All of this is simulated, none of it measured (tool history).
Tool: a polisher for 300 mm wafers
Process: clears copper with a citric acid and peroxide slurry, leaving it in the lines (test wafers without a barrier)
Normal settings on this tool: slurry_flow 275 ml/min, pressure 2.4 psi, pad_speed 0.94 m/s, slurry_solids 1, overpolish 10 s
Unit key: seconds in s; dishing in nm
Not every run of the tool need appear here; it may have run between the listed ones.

run	hour	slurry_flow	pressure	pad_speed	slurry_solids	overpolish	wafers since the last listed run	wafers polished on this pad	hours since the slurry nozzle was cleaned	hours since the head pressure was calibrated	hours since the slurry blender was calibrated	incoming thickness of the incoming film, nm	seconds	dishing
1	0	275	2.4	0.94	1	10	0	1212	423.6	316.2	6.9	210.9	139.9	12.2
# hour 13: worn pad replaced by a new one
2	60.2	275	2.4	0.94	1	10	283	238	483.8	376.4	67.1	212.1	117.4	13.7
# hour 121.2: slurry nozzle cleaned
3	125.3	275	2.4	0.94	1	10	323	561	4.1	441.5	132.2	213.7	123.3	13.3
4	170.2	225	2.4	0.94	1	10	226	788	49	486.4	177.1	211.1	131.6	12.9
# hour 180.2: slurry blender recalibrated
5	226.6	225	2.4	0.94	1	10	274	1063	105.4	542.8	46.4	210	135.2	12.1
# hour 257.4: worn pad replaced by a new one
6	287.1	225	2.4	0.94	1	10	285	149	165.9	603.3	106.9	208.2	115.8	13.3
# hour 296.5: head pressure recalibrated
7	333.8	275	2.4	0.94	1	10	225	375	212.6	37.3	153.6	212.6	119.6	13.6
# hour 347.4: slurry blender recalibrated
8	397.1	275	2.4	0.94	1	10	309	684	275.9	100.6	49.7	210.7	121.7	13.2
# hour 449.6: worn pad replaced by a new one
9	450.1	215	2.4	0.94	1	10	247	2	328.9	153.6	102.7	208.1	116.3	13.5
10	517	215	2.4	0.94	1	10	337	340	395.8	220.5	169.6	212.4	123.3	13.3
# hour 522.7: slurry blender recalibrated
11	562.7	275	2.9	0.94	1	10	220	560	441.5	266.2	40	210.4	96.5	15.9
12	588.9	275	2.4	0.94	1	10	132	692	467.7	292.4	66.2	207.7	123.3	13.3
13	650.5	300	2.1	0.94	1.15	13	310	1003	529.3	354	127.8	208.2	141.2	14.7
# hour 657.3: slurry nozzle cleaned
# hour 665.7: worn pad replaced by a new one
14	676.6	275	2.4	0.94	1	10	106	54	19.3	380.1	153.9	209.8	118.1	14
# hour 699.9: slurry blender recalibrated
15	715.8	275	2.4	0.94	1	10	187	242	58.5	419.3	15.9	213.3	120.2	14.1
16	777.8	340	2.4	0.94	0.8	10	312	555	120.5	481.3	77.9	214	124.6	13.3
17	822.8	220	2.7	0.94	1	13	227	782	165.5	526.3	122.9	211.4	115.6	18.4
# hour 847.6: head pressure recalibrated
18	856.9	275	3.2	0.94	1.15	13	162	944	199.6	9.3	157	212.9	97.4	22
# hour 880.1: worn pad replaced by a new one
# hour 880.6: slurry blender recalibrated
19	895.4	275	2.4	0.94	1	10	171	74	238.1	47.8	14.8	209	115.1	14
20	949.1	275	2.4	0.84	1	10	271	345	291.8	101.5	68.5	210	131.7	12.1

3 options for the next run, each taken on its own from the tool as it stands now. Forecast them:
A	949.6	275	2.4	0.94	0.9	10	2	348	292.3	102	69	210.6	?	?
B	949.6	275	2.4	0.94	1.25	10	2	348	292.3	102	69	210.6	?	?
C	949.6	275	2.4	0.94	1	15	2	348	292.3	102	69	210.6	?	?

run	seconds	dishing
A	119.5	13.6
B	112.4	14.4
C	117.2	20
With no hidden state in the tool, these same runs would have given:
run	seconds	dishing
A	117.5	13.8
B	110.5	14.6
C	115.3	20.3

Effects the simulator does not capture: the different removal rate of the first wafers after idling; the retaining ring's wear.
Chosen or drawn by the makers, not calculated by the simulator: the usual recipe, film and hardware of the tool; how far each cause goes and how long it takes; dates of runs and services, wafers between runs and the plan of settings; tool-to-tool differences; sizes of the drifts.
